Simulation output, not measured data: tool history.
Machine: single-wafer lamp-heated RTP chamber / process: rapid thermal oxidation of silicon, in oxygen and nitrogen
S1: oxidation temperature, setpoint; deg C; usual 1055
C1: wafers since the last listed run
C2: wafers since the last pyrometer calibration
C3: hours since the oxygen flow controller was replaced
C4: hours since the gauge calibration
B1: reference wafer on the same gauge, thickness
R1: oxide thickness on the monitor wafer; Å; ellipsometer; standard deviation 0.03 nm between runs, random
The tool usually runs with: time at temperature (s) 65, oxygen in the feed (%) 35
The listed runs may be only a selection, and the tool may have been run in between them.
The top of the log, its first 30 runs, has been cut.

{"run": 31, "hour": 2732.7, "S1": 1055, "time at temperature (s)": 65, "oxygen in the feed (%)": 61, "C1": 2326, "C2": 10284, "C3": 2176.9, "C4": 2407.4, "B1": 6.429, "R1": 72.15}
{"hour": 2793.5, "done": "pyrometer window cleaned and pyrometer calibrated"}
{"run": 32, "hour": 2923.3, "S1": 1034, "time at temperature (s)": 41, "oxygen in the feed (%)": 35, "C1": 2002, "C2": 1423, "C3": 2367.5, "C4": 2598, "B1": 6.427, "R1": 40.08}
{"run": 33, "hour": 2979.7, "S1": 1042, "time at temperature (s)": 85, "oxygen in the feed (%)": 21, "C1": 618, "C2": 2042, "C3": 2423.9, "C4": 2654.4, "B1": 6.434, "R1": 48.47}
{"run": 34, "hour": 3062.5, "S1": 1029, "time at temperature (s)": 38, "oxygen in the feed (%)": 35, "C1": 908, "C2": 2950, "C3": 2506.7, "C4": 2737.2, "B1": 6.43, "R1": 37.63}
{"run": 35, "hour": 3104.4, "S1": 1055, "time at temperature (s)": 65, "oxygen in the feed (%)": 35, "C1": 459, "C2": 3410, "C3": 2548.6, "C4": 2779.1, "B1": 6.432, "R1": 57.06}
{"run": 36, "hour": 3204.5, "S1": 1038, "time at temperature (s)": 82, "oxygen in the feed (%)": 64, "C1": 1097, "C2": 4508, "C3": 2648.7, "C4": 2879.2, "B1": 6.427, "R1": 70.08}
{"run": 37, "hour": 3276.1, "S1": 1055, "time at temperature (s)": 65, "oxygen in the feed (%)": 22, "C1": 785, "C2": 5293, "C3": 2720.3, "C4": 2950.8, "B1": 6.428, "R1": 48.67}
{"run": 38, "hour": 3349.7, "S1": 1055, "time at temperature (s)": 65, "oxygen in the feed (%)": 35, "C1": 807, "C2": 6100, "C3": 2793.9, "C4": 3024.4, "B1": 6.429, "R1": 57.15}

Consider 3 possible next runs. They are alternatives, not a sequence: every one starts from the tool as it was left by run 38. What does each give?
{"run": "A", "hour": 3350.1, "S1": 1055, "time at temperature (s)": 65, "oxygen in the feed (%)": 64, "C1": 4, "C2": 6105, "C3": 2794.3, "C4": 3024.8, "B1": "?", "R1": "?"}
{"run": "B", "hour": 3350.1, "S1": 1041, "time at temperature (s)": 48, "oxygen in the feed (%)": 17, "C1": 4, "C2": 6105, "C3": 2794.3, "C4": 3024.8, "B1": "?", "R1": "?"}
{"run": "C", "hour": 3350.1, "S1": 1078, "time at temperature (s)": 43, "oxygen in the feed (%)": 17, "C1": 4, "C2": 6105, "C3": 2794.3, "C4": 3024.8, "B1": "?", "R1": "?"}

run=A B1=6.429 R1=70.4
run=B B1=6.429 R1=36
run=C B1=6.429 R1=43.17
Had the tool no hidden state, the same runs would have come out as:
run=A R1=68.83
run=B R1=35.29
run=C R1=42.3
